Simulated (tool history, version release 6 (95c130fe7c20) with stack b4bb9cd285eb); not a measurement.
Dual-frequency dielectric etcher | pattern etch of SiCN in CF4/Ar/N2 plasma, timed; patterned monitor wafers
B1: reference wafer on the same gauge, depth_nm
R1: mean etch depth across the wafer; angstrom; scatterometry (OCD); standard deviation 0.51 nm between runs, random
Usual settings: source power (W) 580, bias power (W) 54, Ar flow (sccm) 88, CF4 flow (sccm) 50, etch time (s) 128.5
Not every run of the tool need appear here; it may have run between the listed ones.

{"run": 1, "hour": 0.0, "source power (W)": 580, "bias power (W)": 54, "Ar flow (sccm)": 88, "CF4 flow (sccm)": 50, "etch time (s)": 128.5, "B1": 97.0, "R1": 1151}
{"run": 2, "hour": 15.0, "source power (W)": 580, "bias power (W)": 54, "Ar flow (sccm)": 88, "CF4 flow (sccm)": 50, "etch time (s)": 128.5, "B1": 96.9, "R1": 1158}
{"run": 3, "hour": 28.9, "source power (W)": 580, "bias power (W)": 54, "Ar flow (sccm)": 88, "CF4 flow (sccm)": 50, "etch time (s)": 128.5, "B1": 96.8, "R1": 1157}
{"run": 4, "hour": 36.4, "source power (W)": 580, "bias power (W)": 54, "Ar flow (sccm)": 88, "CF4 flow (sccm)": 50, "etch time (s)": 128.5, "B1": 96.9, "R1": 1160}
{"run": 5, "hour": 49.5, "source power (W)": 580, "bias power (W)": 54, "Ar flow (sccm)": 95, "CF4 flow (sccm)": 56, "etch time (s)": 128.5, "B1": 96.9, "R1": 1156}
{"run": 6, "hour": 60.2, "source power (W)": 510, "bias power (W)": 46, "Ar flow (sccm)": 88, "CF4 flow (sccm)": 50, "etch time (s)": 128.5, "B1": 97.1, "R1": 1005}
{"run": 7, "hour": 71.9, "source power (W)": 510, "bias power (W)": 46, "Ar flow (sccm)": 88, "CF4 flow (sccm)": 50, "etch time (s)": 128.5, "B1": 97.0, "R1": 1001}
{"run": 8, "hour": 79.7, "source power (W)": 510, "bias power (W)": 46, "Ar flow (sccm)": 88, "CF4 flow (sccm)": 50, "etch time (s)": 128.5, "B1": 97.1, "R1": 996}
{"run": 9, "hour": 91.3, "source power (W)": 580, "bias power (W)": 54, "Ar flow (sccm)": 88, "CF4 flow (sccm)": 50, "etch time (s)": 128.5, "B1": 96.9, "R1": 1142}
{"hour": 117.0, "done": "Ar flow controller replaced"}
{"hour": 118.7, "done": "source power generator calibrated"}
{"hour": 123.6, "done": "wet clean of the chamber"}
{"hour": 127.8, "done": "bias power generator calibrated"}
{"hour": 144.8, "done": "upper electrode replaced"}
{"run": 10, "hour": 145.3, "source power (W)": 580, "bias power (W)": 54, "Ar flow (sccm)": 88, "CF4 flow (sccm)": 50, "etch time (s)": 128.5, "B1": 97.1, "R1": 1211}
{"run": 11, "hour": 145.7, "source power (W)": 510, "bias power (W)": 62, "Ar flow (sccm)": 95, "CF4 flow (sccm)": 57, "etch time (s)": 128.5, "B1": 96.8, "R1": 1172}
{"run": 12, "hour": 146.0, "source power (W)": 580, "bias power (W)": 54, "Ar flow (sccm)": 88, "CF4 flow (sccm)": 50, "etch time (s)": 128.5, "B1": 96.9, "R1": 1206}
{"run": 13, "hour": 146.4, "source power (W)": 580, "bias power (W)": 54, "Ar flow (sccm)": 88, "CF4 flow (sccm)": 50, "etch time (s)": 128.5, "B1": 97.0, "R1": 1202}
{"run": 14, "hour": 146.7, "source power (W)": 580, "bias power (W)": 54, "Ar flow (sccm)": 88, "CF4 flow (sccm)": 58, "etch time (s)": 150.5, "B1": 96.9, "R1": 1447}
{"hour": 156.0, "done": "gauge calibrated"}
{"run": 15, "hour": 156.9, "source power (W)": 710, "bias power (W)": 44, "Ar flow (sccm)": 88, "CF4 flow (sccm)": 50, "etch time (s)": 128.5, "B1": 97.0, "R1": 1274}
{"hour": 172.5, "done": "CF4 flow controller replaced"}
{"run": 16, "hour": 185.5, "source power (W)": 450, "bias power (W)": 54, "Ar flow (sccm)": 88, "CF4 flow (sccm)": 40, "etch time (s)": 128.5, "B1": 97.0, "R1": 995}
{"run": 17, "hour": 198.1, "source power (W)": 580, "bias power (W)": 54, "Ar flow (sccm)": 80, "CF4 flow (sccm)": 50, "etch time (s)": 142.0, "B1": 97.1, "R1": 1349}

For run 18, what comes out?
{"run": 18, "hour": 206.9, "source power (W)": 580, "bias power (W)": 61, "Ar flow (sccm)": 88, "CF4 flow (sccm)": 50, "etch time (s)": 165.5, "B1": "?", "R1": "?"}

{"run 18": {"B1": 97.1, "R1": 1611}}
Had the tool carried no hidden state, the very same run would have given R1 1626 angstrom.
